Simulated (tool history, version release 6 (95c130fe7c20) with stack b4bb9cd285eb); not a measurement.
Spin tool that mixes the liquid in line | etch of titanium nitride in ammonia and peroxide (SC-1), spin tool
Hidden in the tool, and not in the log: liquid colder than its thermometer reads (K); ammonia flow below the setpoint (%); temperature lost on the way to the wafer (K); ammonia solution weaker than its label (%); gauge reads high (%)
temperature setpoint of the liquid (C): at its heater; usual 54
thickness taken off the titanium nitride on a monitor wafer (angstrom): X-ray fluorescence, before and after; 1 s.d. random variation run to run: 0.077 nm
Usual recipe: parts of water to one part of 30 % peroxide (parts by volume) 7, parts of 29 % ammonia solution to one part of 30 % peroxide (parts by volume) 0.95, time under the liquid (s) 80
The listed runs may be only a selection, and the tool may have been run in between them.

run    hour  temperature setpoint of the liquid (C)  parts of water to one part of 30 % peroxide (parts by volume)  parts of 29 % ammonia solution to one part of 30 % peroxide (parts by volume)  time under the liquid (s)  wafers since the last listed run  hours since the thermometer was replaced  hours since the ammonia flow meter was replaced  hours since the heated supply line was repaired  hours since the drum of ammonia solution was connected  hours since the gauge calibration  read-back film thickness of the titanium nitride reference wafer, read on the same gauge (nm)  thickness taken off the titanium nitride on a monitor wafer (angstrom)
  1       0                                      54                                                              7                                                                           0.95                         80                                 0                                     586.1                                            978.2                                           2002.2                                                    63.5                               1861                                                                                          99.98                                                                    99.8
       50.7  -- heated supply line repaired
  2   104.6                                      54                                                              7                                                                           0.95                         80                              1256                                     690.7                                           1082.8                                             53.9                                                   168.1                             1965.6                                                                                          99.99                                                                    98.3
  3   145.1                                      54                                                              7                                                                           0.95                         80                               491                                     731.2                                           1123.3                                             94.4                                                   208.6                             2006.1                                                                                          99.97                                                                    99.3
      208.4  -- gauge calibrated
      364.9  -- thermometer replaced
  4   373.8                                    49.5                                                              7                                                                           0.65                        110                              2761                                       8.9                                             1352                                            323.1                                                   437.3                              165.4                                                                                          99.97                                                                   100.5
  5   445.4                                    47.5                                                              5                                                                           0.55                         35                               868                                      80.5                                           1423.6                                            394.7                                                   508.9                                237                                                                                         100.01                                                                    31.2
      487.8  -- ammonia flow meter replaced
  6   539.3                                      54                                                              7                                                                           0.95                         50                              1126                                     174.4                                             51.5                                            488.6                                                   602.8                              330.9                                                                                          99.99                                                                    64.9
      604.6  -- new drum of ammonia solution connected
  7   625.7                                      54                                                              7                                                                           0.95                         80                              1035                                     260.8                                            137.9                                              575                                                    21.1                              417.3                                                                                         100.02                                                                   102.2
  8   675.9                                      54                                                              7                                                                           0.95                         80                               608                                       311                                            188.1                                            625.2                                                    71.3                              467.5                                                                                         100.01                                                                   101.5
  9   740.9                                    56.5                                                            8.5                                                                            0.8                         40                               788                                       376                                            253.1                                            690.2                                                   136.3                              532.5                                                                                            100                                                                      54
 10   897.7                                      54                                                              7                                                                           0.95                         80                              1901                                     532.8                                            409.9                                              847                                                   293.1                              689.3                                                                                         100.02                                                                   101.3
 11   959.3                                      54                                                              7                                                                           0.95                         80                               747                                     594.4                                            471.5                                            908.6                                                   354.7                              750.9                                                                                         100.01                                                                   100.8
 12  1011.7                                      54                                                              7                                                                           0.55                         60                               635                                     646.8                                            523.9                                              961                                                   407.1                              803.3                                                                                          99.99                                                                    68.3
 13  1057.6                                      54                                                              5                                                                            1.1                        120                               556                                     692.7                                            569.8                                           1006.9                                                     453                              849.2                                                                                            100                                                                   177.1
 14  1147.5                                    57.5                                                              7                                                                           0.95                         35                              1090                                     782.6                                            659.7                                           1096.8                                                   542.9                              939.1                                                                                            100                                                                    55.2
 15  1230.6                                    62.5                                                              7                                                                            1.1                        110                              1007                                     865.7                                            742.8                                           1179.9                                                     626                             1022.2                                                                                            100                                                                   242.8
     1284.3  -- new drum of ammonia solution connected
 16    1320                                      62                                                              5                                                                            1.2                        100                              1072                                     955.1                                            832.2                                           1269.3                                                    35.7                             1111.6                                                                                            100                                                                   247.8
 17  1364.6                                      54                                                              7                                                                           0.95                        100                               540                                     999.7                                            876.8                                           1313.9                                                    80.3                             1156.2                                                                                         100.02                                                                   123.4
 18  1420.8                                      62                                                              5                                                                            1.2                        100                               681                                    1055.9                                              933                                           1370.1                                                   136.5                             1212.4                                                                                          99.99                                                                   247.9
     1507.8  -- thermometer replaced
 19  1578.2                                    51.5                                                              5                                                                            0.8                         80                              1896                                      70.4                                           1090.4                                           1527.5                                                   293.9                             1369.8                                                                                            100                                                                   101.2
 20    1639                                      54                                                              7                                                                           0.95                         40                               737                                     131.2                                           1151.2                                           1588.3                                                   354.7                             1430.6                                                                                         100.01                                                                    52.4
 21    1689                                      46                                                            9.5                                                                            1.2                         95                               606                                     181.2                                           1201.2                                           1638.3                                                   404.7                             1480.6                                                                                         100.01                                                                    63.3
 22  1768.6                                    47.5                                                            5.5                                                                            1.2                         50                               965                                     260.8                                           1280.8                                           1717.9                                                   484.3                             1560.2                                                                                          99.99                                                                    47.8
 23  1813.5                                      54                                                              7                                                                           0.95                         80                               544                                     305.7                                           1325.7                                           1762.8                                                   529.2                             1605.1                                                                                         100.01                                                                   103.6
     1884.5  -- new drum of ammonia solution connected
 24  1895.7                                      54                                                              5                                                                            0.5                         80                               984                                     387.9                                           1407.9                                             1845                                                    11.2                             1687.3                                                                                         100.01                                                                   109.7
 25  1952.6                                      54                                                              7                                                                           0.95                         80                               690                                     444.8                                           1464.8                                           1901.9                                                    68.1                             1744.2                                                                                            100                                                                   102.1

Give the tool's hidden conditions for every run:
ammonia flow below the setpoint (%): 0 at every run
temperature lost on the way to the wafer (K): 0 at every run
ammonia solution weaker than its label (%): 0 at every run
gauge reads high (%): 0 at every run
H1: liquid colder than its thermometer reads (K)
run     H1
  1  0.851
  2  0.979
  3   1.03
  4  0.085
  5  0.173
  6  0.288
  7  0.394
  8  0.455
  9  0.535
 10  0.727
 11  0.802
 12  0.867
 13  0.923
 14   1.03
 15   1.13
 16   1.24
 17    1.3
 18   1.37
 19  0.135
 20   0.21
 21  0.271
 22  0.368
 23  0.423
 24  0.524
 25  0.594

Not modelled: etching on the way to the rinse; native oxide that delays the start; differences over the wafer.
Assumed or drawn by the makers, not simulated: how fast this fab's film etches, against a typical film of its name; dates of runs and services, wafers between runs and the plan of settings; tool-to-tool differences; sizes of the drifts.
